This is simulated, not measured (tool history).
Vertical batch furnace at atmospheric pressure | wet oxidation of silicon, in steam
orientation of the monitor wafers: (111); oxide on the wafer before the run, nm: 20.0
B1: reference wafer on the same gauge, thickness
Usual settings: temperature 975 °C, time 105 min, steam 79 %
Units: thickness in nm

run 1 hour=0 | temperature=965 time=105 steam=79 | B1=413.1 | thickness=449.2
run 2 hour=21.6 | temperature=958 time=105 steam=79 | B1=413.13 | thickness=429.39
run 3 hour=41.3 | temperature=958 time=105 steam=79 | B1=413.07 | thickness=428.39
run 4 hour=54.9 | temperature=975 time=105 steam=79 | B1=413.09 | thickness=479.2
run 5 hour=74.9 | temperature=975 time=105 steam=79 | B1=413.07 | thickness=476.28
run 6 hour=87.5 | temperature=975 time=105 steam=79 | B1=413.11 | thickness=475.71
run 7 hour=107.1 | temperature=982 time=105 steam=79 | B1=413.02 | thickness=495.57
run 8 hour=141.1 | temperature=982 time=105 steam=79 | B1=413.07 | thickness=495.38
run 9 hour=174.9 | temperature=982 time=105 steam=79 | B1=413.08 | thickness=492.13
-- hour=221.7 steam generator serviced
run 10 hour=222.2 | temperature=975 time=105 steam=79 | B1=413.06 | thickness=496.11
run 11 hour=231.3 | temperature=975 time=105 steam=79 | B1=412.86 | thickness=497.61
-- hour=241.8 gauge calibrated
run 12 hour=245.4 | temperature=975 time=105 steam=85 | B1=413.17 | thickness=518.44
run 13 hour=269.7 | temperature=975 time=122.5 steam=79 | B1=413.03 | thickness=547.19
run 14 hour=284.4 | temperature=975 time=122.5 steam=79 | B1=413.02 | thickness=547.22
run 15 hour=305.7 | temperature=975 time=72 steam=72 | B1=413.19 | thickness=370.34
run 16 hour=336.6 | temperature=975 time=105 steam=79 | B1=413.12 | thickness=497.81
run 17 hour=366.1 | temperature=975 time=105 steam=79 | B1=412.99 | thickness=499.47
run 18 hour=387.7 | temperature=987 time=142 steam=87 | B1=412.98 | thickness=674.87
run 19 hour=417 | temperature=975 time=105 steam=79 | B1=413.11 | thickness=496.07
run 20 hour=429.3 | temperature=975 time=135.5 steam=79 | B1=413.04 | thickness=581.42
-- hour=465.2 thermocouples replaced and temperature profile calibrated
run 21 hour=465.7 | temperature=966 time=105 steam=79 | B1=413.06 | thickness=470.65
run 22 hour=471.6 | temperature=982 time=105 steam=79 | B1=412.94 | thickness=518.53
run 23 hour=489.8 | temperature=955 time=75 steam=79 | B1=412.89 | thickness=352.21

The next listed run, before its measurement:
run 24 hour=519.9 | temperature=975 time=105 steam=79 | B1=? | thickness=?

Run 24 gave B1 412.88, thickness 498.21 nm.
Without the tool's hidden state the same run would have given thickness 502.15 nm.
